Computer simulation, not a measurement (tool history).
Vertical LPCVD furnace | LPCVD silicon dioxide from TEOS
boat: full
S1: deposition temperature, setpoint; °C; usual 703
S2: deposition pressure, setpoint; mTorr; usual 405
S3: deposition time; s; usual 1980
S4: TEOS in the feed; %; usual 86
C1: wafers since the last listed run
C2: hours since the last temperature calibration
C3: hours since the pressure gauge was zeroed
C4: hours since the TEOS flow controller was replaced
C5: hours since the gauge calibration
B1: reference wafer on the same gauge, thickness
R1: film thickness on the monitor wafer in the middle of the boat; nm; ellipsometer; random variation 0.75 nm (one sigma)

{"run": 1, "hour": 0.0, "S1": 703, "S2": 405, "S3": 1980, "S4": 93, "C1": 0, "C2": 2656.7, "C3": 3649.6, "C4": 2443.8, "C5": 1068.8, "B1": 344.91, "R1": 373.77}
{"run": 2, "hour": 48.7, "S1": 695, "S2": 405, "S3": 1980, "S4": 83, "C1": 975, "C2": 2705.4, "C3": 3698.3, "C4": 2492.5, "C5": 1117.5, "B1": 344.87, "R1": 294.09}
{"run": 3, "hour": 79.5, "S1": 695, "S2": 405, "S3": 1980, "S4": 83, "C1": 616, "C2": 2736.2, "C3": 3729.1, "C4": 2523.3, "C5": 1148.3, "B1": 345.06, "R1": 293.69}
{"run": 4, "hour": 148.6, "S1": 703, "S2": 405, "S3": 1980, "S4": 86, "C1": 1383, "C2": 2805.3, "C3": 3798.2, "C4": 2592.4, "C5": 1217.4, "B1": 345.07, "R1": 360.14}
{"run": 5, "hour": 213.4, "S1": 703, "S2": 405, "S3": 1980, "S4": 86, "C1": 1297, "C2": 2870.1, "C3": 3863, "C4": 2657.2, "C5": 1282.2, "B1": 345, "R1": 360.42}
{"run": 6, "hour": 272.4, "S1": 703, "S2": 405, "S3": 1980, "S4": 86, "C1": 1181, "C2": 2929.1, "C3": 3922, "C4": 2716.2, "C5": 1341.2, "B1": 344.89, "R1": 359.9}
{"run": 7, "hour": 317.2, "S1": 703, "S2": 405, "S3": 1980, "S4": 86, "C1": 897, "C2": 2973.9, "C3": 3966.8, "C4": 2761, "C5": 1386, "B1": 345.18, "R1": 359.97}
{"run": 8, "hour": 374.2, "S1": 703, "S2": 405, "S3": 1980, "S4": 86, "C1": 1141, "C2": 3030.9, "C3": 4023.8, "C4": 2818, "C5": 1443, "B1": 344.98, "R1": 359.78}
{"hour": 378.2, "done": "gauge calibrated"}
{"run": 9, "hour": 403.2, "S1": 703, "S2": 405, "S3": 1980, "S4": 86, "C1": 580, "C2": 3059.9, "C3": 4052.8, "C4": 2847, "C5": 25, "B1": 345.02, "R1": 361.07}
{"run": 10, "hour": 448.0, "S1": 703, "S2": 405, "S3": 1980, "S4": 86, "C1": 897, "C2": 3104.7, "C3": 4097.6, "C4": 2891.8, "C5": 69.8, "B1": 345.14, "R1": 361.42}
{"run": 11, "hour": 504.7, "S1": 703, "S2": 405, "S3": 1980, "S4": 86, "C1": 1135, "C2": 3161.4, "C3": 4154.3, "C4": 2948.5, "C5": 126.5, "B1": 345.13, "R1": 360.14}
{"hour": 594.4, "done": "thermocouples replaced and temperature profile calibrated"}
{"run": 12, "hour": 594.9, "S1": 703, "S2": 405, "S3": 1980, "S4": 86, "C1": 1325, "C2": 0.5, "C3": 4244.5, "C4": 3038.7, "C5": 216.7, "B1": 344.82, "R1": 353.03}
{"run": 13, "hour": 634.0, "S1": 697, "S2": 485, "S3": 1350, "S4": 81, "C1": 783, "C2": 39.6, "C3": 4283.6, "C4": 3077.8, "C5": 255.8, "B1": 344.87, "R1": 222.46}
{"run": 14, "hour": 668.0, "S1": 695, "S2": 405, "S3": 1980, "S4": 83, "C1": 680, "C2": 73.6, "C3": 4317.6, "C4": 3111.8, "C5": 289.8, "B1": 344.77, "R1": 286.83}
{"run": 15, "hour": 704.7, "S1": 714, "S2": 325, "S3": 1770, "S4": 71, "C1": 735, "C2": 110.3, "C3": 4354.3, "C4": 3148.5, "C5": 326.5, "B1": 344.91, "R1": 327.3}
{"run": 16, "hour": 729.9, "S1": 703, "S2": 405, "S3": 2370, "S4": 86, "C1": 504, "C2": 135.5, "C3": 4379.5, "C4": 3173.7, "C5": 351.7, "B1": 344.91, "R1": 423.42}
{"run": 17, "hour": 769.1, "S1": 703, "S2": 445, "S3": 1980, "S4": 76, "C1": 785, "C2": 174.7, "C3": 4418.7, "C4": 3212.9, "C5": 390.9, "B1": 345.14, "R1": 349.31}
{"run": 18, "hour": 813.9, "S1": 703, "S2": 405, "S3": 2250, "S4": 86, "C1": 897, "C2": 219.5, "C3": 4463.5, "C4": 3257.7, "C5": 435.7, "B1": 344.95, "R1": 401.13}
{"run": 19, "hour": 848.9, "S1": 695, "S2": 405, "S3": 1980, "S4": 83, "C1": 700, "C2": 254.5, "C3": 4498.5, "C4": 3292.7, "C5": 470.7, "B1": 345.11, "R1": 287.96}
{"hour": 907.6, "done": "pressure gauge zeroed"}
{"run": 20, "hour": 908.1, "S1": 703, "S2": 405, "S3": 1980, "S4": 86, "C1": 704, "C2": 313.7, "C3": 0.5, "C4": 3351.9, "C5": 529.9, "B1": 344.96, "R1": 362.92}
{"run": 21, "hour": 1064.7, "S1": 693, "S2": 315, "S3": 1980, "S4": 86, "C1": 3136, "C2": 470.3, "C3": 157.1, "C4": 3508.5, "C5": 686.5, "B1": 344.99, "R1": 254.79}
{"run": 22, "hour": 1097.1, "S1": 715, "S2": 405, "S3": 1440, "S4": 86, "C1": 648, "C2": 502.7, "C3": 189.5, "C4": 3540.9, "C5": 718.9, "B1": 345.06, "R1": 348.24}
{"hour": 1143.8, "done": "TEOS flow controller replaced"}
{"run": 23, "hour": 1161.1, "S1": 710, "S2": 335, "S3": 2310, "S4": 70, "C1": 801, "C2": 566.7, "C3": 253.5, "C4": 17.3, "C5": 782.9, "B1": 345.01, "R1": 408.68}
{"run": 24, "hour": 1201.2, "S1": 703, "S2": 405, "S3": 1980, "S4": 86, "C1": 803, "C2": 606.8, "C3": 293.6, "C4": 57.4, "C5": 823, "B1": 345.1, "R1": 362.41}
{"run": 25, "hour": 1248.7, "S1": 710, "S2": 405, "S3": 1980, "S4": 86, "C1": 951, "C2": 654.3, "C3": 341.1, "C4": 104.9, "C5": 870.5, "B1": 344.82, "R1": 428.65}
{"run": 26, "hour": 1308.1, "S1": 700, "S2": 405, "S3": 1710, "S4": 86, "C1": 1189, "C2": 713.7, "C3": 400.5, "C4": 164.3, "C5": 929.9, "B1": 344.75, "R1": 293.64}
{"run": 27, "hour": 1377.8, "S1": 703, "S2": 405, "S3": 1980, "S4": 97, "C1": 1395, "C2": 783.4, "C3": 470.2, "C4": 234, "C5": 999.6, "B1": 344.85, "R1": 385.91}
{"run": 28, "hour": 1428.9, "S1": 715, "S2": 405, "S3": 1440, "S4": 86, "C1": 1023, "C2": 834.5, "C3": 521.3, "C4": 285.1, "C5": 1050.7, "B1": 344.9, "R1": 349.58}
{"run": 29, "hour": 1495.7, "S1": 710, "S2": 440, "S3": 2310, "S4": 86, "C1": 1337, "C2": 901.3, "C3": 588.1, "C4": 351.9, "C5": 1117.5, "B1": 345.08, "R1": 519.76}
{"run": 30, "hour": 1524.4, "S1": 703, "S2": 405, "S3": 1980, "S4": 75, "C1": 574, "C2": 930, "C3": 616.8, "C4": 380.6, "C5": 1146.2, "B1": 345.24, "R1": 340.21}

Forecast each of these 5 alternatives for the next run:
{"run": "A", "hour": 1528.5, "S1": 703, "S2": 405, "S3": 1980, "S4": 86, "C1": 82, "C2": 934.1, "C3": 620.9, "C4": 384.7, "C5": 1150.3, "B1": "?", "R1": "?"}
{"run": "B", "hour": 1528.5, "S1": 703, "S2": 310, "S3": 1980, "S4": 80, "C1": 82, "C2": 934.1, "C3": 620.9, "C4": 384.7, "C5": 1150.3, "B1": "?", "R1": "?"}
{"run": "C", "hour": 1528.5, "S1": 711, "S2": 375, "S3": 2580, "S4": 77, "C1": 82, "C2": 934.1, "C3": 620.9, "C4": 384.7, "C5": 1150.3, "B1": "?", "R1": "?"}
{"run": "D", "hour": 1528.5, "S1": 703, "S2": 370, "S3": 1980, "S4": 94, "C1": 82, "C2": 934.1, "C3": 620.9, "C4": 384.7, "C5": 1150.3, "B1": "?", "R1": "?"}
{"run": "E", "hour": 1528.5, "S1": 699, "S2": 465, "S3": 1980, "S4": 86, "C1": 82, "C2": 934.1, "C3": 620.9, "C4": 384.7, "C5": 1150.3, "B1": "?", "R1": "?"}

run=A B1=345.07 R1=364.12
run=B B1=345.07 R1=306.93
run=C B1=345.07 R1=518.68
run=D B1=345.07 R1=363.74
run=E B1=345.07 R1=355.76
Without the tool's hidden state the same runs would have given:
run=A R1=359.93
run=B R1=303.72
run=C R1=512.99
run=D R1=359.67
run=E R1=351.48
